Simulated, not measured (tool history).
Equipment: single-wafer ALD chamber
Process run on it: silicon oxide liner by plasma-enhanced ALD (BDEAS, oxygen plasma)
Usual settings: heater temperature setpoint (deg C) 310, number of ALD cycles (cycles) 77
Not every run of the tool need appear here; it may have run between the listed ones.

| run | hour | heater temperature setpoint (deg C) | number of ALD cycles (cycles) | wafers since the last listed run | hours since the last thermocouple change | hours since the gauge calibration | read-back reference wafer on the same gauge, thickness_nm | mean film thickness on the monitor wafer (nm) |
|---|---|---|---|---|---|---|---|---|
| 1 | 0 | 310 | 77 | 0 | 1164.1 | 7.1 | 5.704 | 6.884 |
| 2 | 10.6 | 310 | 77 | 58 | 1174.7 | 17.7 | 5.699 | 6.88 |
| 3 | 17.5 | 310 | 77 | 38 | 1181.6 | 24.6 | 5.699 | 6.851 |
| 4 | 29.8 | 310 | 77 | 68 | 1193.9 | 36.9 | 5.697 | 6.855 |
| 5 | 76.4 | 310 | 77 | 258 | 1240.5 | 83.5 | 5.698 | 6.89 |
| 6 | 94.4 | 310 | 73 | 99 | 1258.5 | 101.5 | 5.695 | 6.501 |
| 7 | 103.5 | 310 | 73 | 50 | 1267.6 | 110.6 | 5.698 | 6.531 |
|  | 116.2 | thermocouple changed; heater temperature recalibrated |
| 8 | 116.6 | 310 | 73 | 28 | 0.4 | 123.7 | 5.701 | 6.522 |
| 9 | 125.2 | 297 | 88 | 47 | 9 | 132.3 | 5.699 | 8.112 |
| 10 | 132.8 | 316 | 84 | 42 | 16.6 | 139.9 | 5.695 | 7.471 |
| 11 | 148.8 | 314 | 69 | 88 | 32.6 | 155.9 | 5.7 | 6.152 |
|  | 154.6 | gauge calibrated |
| 12 | 162.4 | 310 | 77 | 75 | 46.2 | 7.8 | 5.699 | 6.884 |
| 13 | 175.1 | 310 | 90 | 70 | 58.9 | 20.5 | 5.702 | 8.054 |
| 14 | 192 | 310 | 87 | 93 | 75.8 | 37.4 | 5.7 | 7.755 |
| 15 | 201.3 | 310 | 84 | 51 | 85.1 | 46.7 | 5.698 | 7.512 |
| 16 | 213.7 | 297 | 77 | 68 | 97.5 | 59.1 | 5.703 | 7.08 |
| 17 | 220.3 | 296 | 91 | 36 | 104.1 | 65.7 | 5.701 | 8.408 |

Give the tool's hidden conditions for every run:
wafer temperature above the value expected at the setpoint (K): 0, the same for each run
gauge reads high (%): 0, the same for each run

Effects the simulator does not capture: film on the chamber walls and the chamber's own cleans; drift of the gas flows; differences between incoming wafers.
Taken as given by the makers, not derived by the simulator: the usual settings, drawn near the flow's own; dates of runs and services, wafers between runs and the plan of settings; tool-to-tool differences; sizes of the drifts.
